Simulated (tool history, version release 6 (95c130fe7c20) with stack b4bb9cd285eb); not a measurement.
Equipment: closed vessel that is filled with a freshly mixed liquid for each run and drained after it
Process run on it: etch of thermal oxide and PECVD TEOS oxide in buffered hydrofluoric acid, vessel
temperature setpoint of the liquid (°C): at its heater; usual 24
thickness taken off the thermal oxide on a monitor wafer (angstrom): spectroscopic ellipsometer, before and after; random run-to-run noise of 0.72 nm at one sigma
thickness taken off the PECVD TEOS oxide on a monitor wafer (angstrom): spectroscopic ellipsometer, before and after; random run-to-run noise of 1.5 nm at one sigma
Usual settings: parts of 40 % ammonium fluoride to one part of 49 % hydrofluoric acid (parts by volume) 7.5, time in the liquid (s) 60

run	day	temperature setpoint of the liquid (°C)	parts of 40 % ammonium fluoride to one part of 49 % hydrofluoric acid (parts by volume)	time in the liquid (s)	read-back film thickness of the thermal oxide reference wafer, read on the same gauge (nm)	read-back film thickness of the PECVD TEOS oxide reference wafer, read on the same gauge (nm)	thickness taken off the thermal oxide on a monitor wafer (angstrom)	thickness taken off the PECVD TEOS oxide on a monitor wafer (angstrom)
1	0	24	7.5	60	110.02	89.99	827.4	2215.4
2	1.7	24	7.5	60	109.99	90.04	826.2	2206.8
3	4.617	24	7.5	60	109.97	89.98	848.2	2233.7
4	6.958	24	7.5	60	109.97	90	851.4	2201.1
5	9.062	24	7.5	60	110.02	90.02	842.6	2211.9
6	16.679	28.5	7.5	60	110.02	89.99	1080	2872.4
7	18.871	24	7.5	60	109.96	89.99	852.3	2216.1
8	21.617	24	7.5	35	109.98	89.99	486.5	1305.2
9	23.079	28	7.5	60	110.01	90.03	1028.7	2708
10	24.312	24	7.5	30	109.99	89.97	422.7	1116.4
11	26.383	24	7.5	60	109.96	89.99	845.7	2223.2
12	31.004	24	7.5	60	110.04	89.98	830	2226.9
13	33.108	22.5	6.5	75	109.99	89.96	1120	2908.8
14	35.021	26.5	6	45	109.98	90.01	894.7	2362.4
15	37.392	22	6	45	110.02	89.98	697.3	1831.1
16	40.067	28	7.5	45	110.04	89.99	779.8	2082.7
17	41.704	24	7.5	60	109.99	89.98	837.6	2224.7
18	44.071	19	10	35	110.04	89.99	285.5	765.9
19	45.742	21.5	7.5	90	110	90.04	1101.3	2893.3
20	47.6	22	5.5	35	110.02	90.03	584.4	1549
21	50.533	24	7.5	60	110.02	90	840.7	2230.1
22	52.888	21	5	45	110	89.96	759.3	2013.6
23	53.904	24	9	75	109.95	89.99	865.5	2280.4
24	56.088	24	7.5	60	109.99	89.97	830.8	2234.3
25	58.329	26.5	9	90	109.98	89.96	1181	3114.7
26	59.738	24	7.5	60	110.02	90.01	840.2	2189.4
27	61.967	20.5	7.5	60	109.94	89.98	698.5	1832.5

Taken out of this log: 4 entries between the listed runs. Where each belongs, and how the hidden state differs across it:
Runs 6 to 7: hydrofluoric acid flow meter replaced (day 18.25); thermometer replaced (day 18.658)
  the hidden state is the same at both runs
Runs 12 to 13: gauge calibrated (day 32.929)
  the hidden state is the same at both runs
Runs 17 to 18: thermometer replaced (day 42.238)
  the hidden state is the same at both runs
